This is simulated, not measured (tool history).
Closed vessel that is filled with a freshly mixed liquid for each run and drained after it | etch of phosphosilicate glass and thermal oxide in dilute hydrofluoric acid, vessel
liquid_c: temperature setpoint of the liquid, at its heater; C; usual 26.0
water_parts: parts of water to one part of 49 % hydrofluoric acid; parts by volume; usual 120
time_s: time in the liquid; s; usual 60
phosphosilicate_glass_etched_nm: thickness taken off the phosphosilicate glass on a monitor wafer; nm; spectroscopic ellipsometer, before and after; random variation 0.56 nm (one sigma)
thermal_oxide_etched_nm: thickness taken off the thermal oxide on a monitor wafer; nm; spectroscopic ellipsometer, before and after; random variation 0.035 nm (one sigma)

run    hour  liquid_c  water_parts  time_s  read-back film thickness of the phosphosilicate glass reference wafer, read on the same gauge (nm)  read-back film thickness of the thermal oxide reference wafer, read on the same gauge (nm)  phosphosilicate_glass_etched_nm  thermal_oxide_etched_nm
  1     0.0      28.5          120      60                                                                                              149.98                                                                                     119.992                            91.54                    2.637
  2    27.0      26.0          140      60                                                                                              149.96                                                                                     119.994                            69.02                    1.974
       41.0  -- thermometer replaced
       49.7  -- hydrofluoric acid flow meter replaced
  3    68.8      24.0          120      75                                                                                              149.99                                                                                     120.011                           101.08                    2.848
  4   121.3      26.0          120      60                                                                                              149.98                                                                                     119.978                            86.54                    2.472
  5   175.0      26.0          120      60                                                                                              150.01                                                                                     119.988                            87.09                    2.515
  6   217.0      23.5          120      60                                                                                              150.01                                                                                     119.997                            79.64                    2.240
  7   267.5      23.5          120      60                                                                                              150.00                                                                                     119.983                            78.44                    2.204
  8   292.7      26.0          120      60                                                                                              150.03                                                                                     119.993                            87.60                    2.471
  9   360.3      27.5          120      30                                                                                              150.03                                                                                     119.992                            46.15                    1.346
 10   400.7      26.0          120      60                                                                                              150.00                                                                                     119.977                            86.08                    2.449
      439.7  -- gauge calibrated
 11   469.9      22.0           65      50                                                                                              150.00                                                                                     120.001                           123.04                    3.390
 12   500.0      26.0          155      90                                                                                              149.96                                                                                     120.011                            96.57                    2.747
 13   550.3      30.5           70      40                                                                                              150.00                                                                                     119.985                           125.14                    3.510
 14   596.1      26.0          120      30                                                                                              149.99                                                                                     119.991                            43.38                    1.233
 15   630.4      26.0          120      70                                                                                              150.01                                                                                     120.002                           100.77                    2.881
 16   659.6      26.0          120      60                                                                                              149.96                                                                                     120.013                            86.86                    2.371
 17   714.8      26.0           90      30                                                                                              150.01                                                                                     120.023                            59.79                    1.699
 18   758.8      23.5           80      60                                                                                              150.02                                                                                     120.005                           123.54                    3.616
 19   794.0      26.0          120      60                                                                                              149.99                                                                                     120.007                            85.79                    2.481
 20   843.1      26.0          120      60                                                                                              150.00                                                                                     120.008                            86.05                    2.432
 21   911.7      29.5          160      75                                                                                              149.99                                                                                     119.993                            87.60                    2.497
 22   973.2      26.0          120      60                                                                                              150.01                                                                                     120.005                            85.32                    2.405
 23  1024.1      26.0          120      60                                                                                              149.99                                                                                     119.981                            85.28                    2.469
 24  1090.9      26.0           75      35                                                                                              149.99                                                                                     119.995                            84.85                    2.364
 25  1121.1      26.0          105      30                                                                                              149.96                                                                                     120.002                            50.12                    1.422
 26  1192.5      26.0          120      60                                                                                              150.01                                                                                     120.001                            84.98                    2.460

What the log doesn't show, run by run:
liquid hotter than its thermometer reads (K): 0 in every run
gauge reads high (%): 0 in every run
H1: hydrofluoric acid flow below the setpoint (%)
run     H1
  1   3.67
  2   3.72
  3  0.191
  4  0.284
  5   0.38
  6  0.454
  7  0.544
  8  0.589
  9  0.709
 10  0.781
 11  0.904
 12  0.957
 13   1.05
 14   1.13
 15   1.19
 16   1.24
 17   1.34
 18   1.42
 19   1.48
 20   1.57
 21   1.69
 22    1.8
 23   1.89
 24   2.01
 25   2.06
 26   2.19
